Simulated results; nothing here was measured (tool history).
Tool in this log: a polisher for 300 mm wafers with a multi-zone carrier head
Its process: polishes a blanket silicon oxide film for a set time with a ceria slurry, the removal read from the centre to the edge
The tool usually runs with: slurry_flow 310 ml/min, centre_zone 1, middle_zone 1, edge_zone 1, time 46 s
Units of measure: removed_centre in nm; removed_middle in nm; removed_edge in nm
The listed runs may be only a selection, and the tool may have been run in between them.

run,day,slurry_flow,centre_zone,middle_zone,edge_zone,time,"incoming thickness of the incoming film, nm",removed_centre,removed_middle,removed_edge
1,0,310,1,1,1,46,826.4,229.3,209.8,208.8
# day 3.604: centre zone pressure recalibrated
2,3.625,310,1,1,1,46,829.1,207.2,211.6,205.6
3,6.125,310,1,1,1,46,830.2,204.3,212.2,207.7
# day 7.075: slurry nozzle cleaned
# day 8.825: worn pad replaced by a new one
4,9.508,310,1,1,1,46,827.1,207.2,210.3,208.3
5,14.325,310,1,1,1,46,818.3,212,210.7,205.2
6,16.579,310,1,1,1,46,813.5,218.8,209.7,209.1
7,20.75,310,1,1,1,46,819.7,218.9,214.5,205.9
# day 22.296: worn pad replaced by a new one
# day 22.604: slurry nozzle cleaned
8,23.758,310,1,1,1,46,818.6,223.2,207.7,210.7
# day 27.696: centre zone pressure recalibrated
9,27.717,310,0.93,1,1,46,823.3,190.3,209.9,207.8
10,30.617,310,0.93,1,1,46,807.4,188.9,212.1,208.7
# day 34.979: worn pad replaced by a new one
# day 36.288: edge zone pressure recalibrated
# day 36.492: slurry nozzle cleaned
11,38.267,310,1,1,1,46,833.4,212.5,205.3,209.6
12,42.508,310,1,1,1,46,814.7,221.2,212.4,210.3
13,46.892,310,1,1,1.1,33,817.4,161.3,153.2,156.3
# day 47.075: worn pad replaced by a new one, of another model than before
# day 49.917: carrier head's membrane replaced by a new one
14,50.792,310,1,1,1,46,810.3,224.5,207.5,206.9
# day 51.692: slurry nozzle cleaned
# day 53.762: centre zone pressure recalibrated
15,54.933,355,0.93,1,1,46,832.1,192.3,217.2,212.1
16,58.638,310,1,1,1,46,822.3,207.2,207.3,206
17,61.888,240,1,0.92,1,46,809.4,200.6,188.1,200.1
# day 62.108: worn pad replaced by a new one
18,64.342,310,1,1,0.89,46,818.3,218.8,210.3,199.1
19,66.3,380,1,1,1,51,825.6,242.7,238.1,236.1
20,67.875,350,1.1,0.89,1,60,808.8,324.2,252.9,279.1
# day 68.379: slurry nozzle cleaned
21,70.812,310,1,1.08,1,46,817.9,225.3,223.8,209

Selected run-to-run steps in removed_centre, each split into two signed amounts: the part the tool would show with no hidden state at all (from settings, incoming material and random variation), and the remainder, which goes to the hidden state together with any gauge scatter not common to the measured and the hidden-state-free results:
The tool's hidden condition here consists of: removal rate lost through wear of the pad, %; slurry flow missing at the pad, %; deviation of the centre zone's pressure from its setpoint, %; deviation of the edge zone's pressure from its setpoint, %.
Run 1 -> 2: centre zone pressure recalibrated. removed_centre -22.1 nm: hidden state -25.6, all else +3.5.
Run 14 -> 15: slurry_flow 310 -> 355, centre_zone 1 -> 0.93, slurry nozzle cleaned, centre zone pressure recalibrated. removed_centre -32.2 nm: hidden state -21.1, all else -11.1.
Run 19 -> 20: slurry_flow 380 -> 350, centre_zone 1 -> 1.1, middle_zone 1 -> 0.89, time 51 -> 60. removed_centre +81.5 nm: hidden state +5.9, all else +75.6.
Run 20 -> 21: slurry_flow 350 -> 310, centre_zone 1.1 -> 1, middle_zone 0.89 -> 1.08, time 60 -> 46, slurry nozzle cleaned. removed_centre -98.9 nm: hidden state -2.4, all else -96.5.
